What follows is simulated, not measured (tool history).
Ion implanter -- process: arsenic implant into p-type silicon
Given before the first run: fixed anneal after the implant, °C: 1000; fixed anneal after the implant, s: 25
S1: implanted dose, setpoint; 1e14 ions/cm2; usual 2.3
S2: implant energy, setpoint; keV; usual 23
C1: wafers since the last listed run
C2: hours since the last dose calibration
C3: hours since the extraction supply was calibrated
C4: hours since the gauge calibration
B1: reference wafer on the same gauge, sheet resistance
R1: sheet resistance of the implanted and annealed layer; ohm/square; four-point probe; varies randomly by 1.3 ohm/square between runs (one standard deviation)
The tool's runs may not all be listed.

run	hour	S1	S2	C1	C2	C3	C4	B1	R1
1	0	2.3	23	0	632.2	5562.9	238.7	386.14	336.17
2	33.6	2.3	23	429	665.8	5596.5	272.3	385.42	336.31
3	98.4	2.3	23	828	730.6	5661.3	337.1	385.83	336.72
4	128	2.3	23	378	760.2	5690.9	366.7	385.99	334.04
5	193.5	2.3	23	837	825.7	5756.4	432.2	385.82	335.82
6	258	2.3	23	824	890.2	5820.9	496.7	386.05	335.48
7	296.7	2.3	23	494	928.9	5859.6	535.4	386.2	337.95
8	358.8	2.3	23	793	991	5921.7	597.5	385.95	336.2
9	427.1	2.3	23	873	1059.3	5990	665.8	385.96	335.93
10	465.8	2.3	23	494	1098	6028.7	704.5	386.03	336.05
11	510.3	2.3	23	568	1142.5	6073.2	749	385.82	337.79
12	568.7	2.3	21	746	1200.9	6131.6	807.4	386.02	338.49
13	630.6	2.3	21	791	1262.8	6193.5	869.3	385.93	340.05
# hour 646.7: gauge calibrated
# hour 653.9: extraction supply calibrated
14	688.3	2.55	27.5	635	1320.5	34.4	41.6	385.92	301.91
15	718.1	2.82	23	380	1350.3	64.2	71.4	386.27	288.16
16	745.3	2.8	20.5	347	1377.5	91.4	98.6	385.76	293.63
# hour 798.2: Faraday cup replaced and dose calibrated
17	805.1	1.8	23	662	6.9	151.2	158.4	385.95	402.99
18	838.9	2.11	23	432	40.7	185	192.2	385.69	357.88
19	898.5	1.84	19.5	761	100.3	244.6	251.8	385.99	404.19
20	957.1	2.3	29.5	749	158.9	303.2	310.4	386.26	326.47
21	988.9	2.3	17.5	406	190.7	335	342.2	385.91	348.02
22	1030.6	2.3	23	533	232.4	376.7	383.9	386.18	335.56
23	1063.3	2.3	23	417	265.1	409.4	416.6	385.8	337.47
24	1130.2	1.73	27	855	332	476.3	483.5	386.11	404.02
25	1201	1.66	17	905	402.8	547.1	554.3	385.69	447.62
26	1258.1	2.95	19.5	729	459.9	604.2	611.4	386.06	283.54

Run-by-run hidden state of the tool:
deviation of the true dose from the Faraday cup's reading, %: 0 at every run
deviation of the true energy from its setpoint, %: 0 at every run
gauge reads high (%): 0 at every run

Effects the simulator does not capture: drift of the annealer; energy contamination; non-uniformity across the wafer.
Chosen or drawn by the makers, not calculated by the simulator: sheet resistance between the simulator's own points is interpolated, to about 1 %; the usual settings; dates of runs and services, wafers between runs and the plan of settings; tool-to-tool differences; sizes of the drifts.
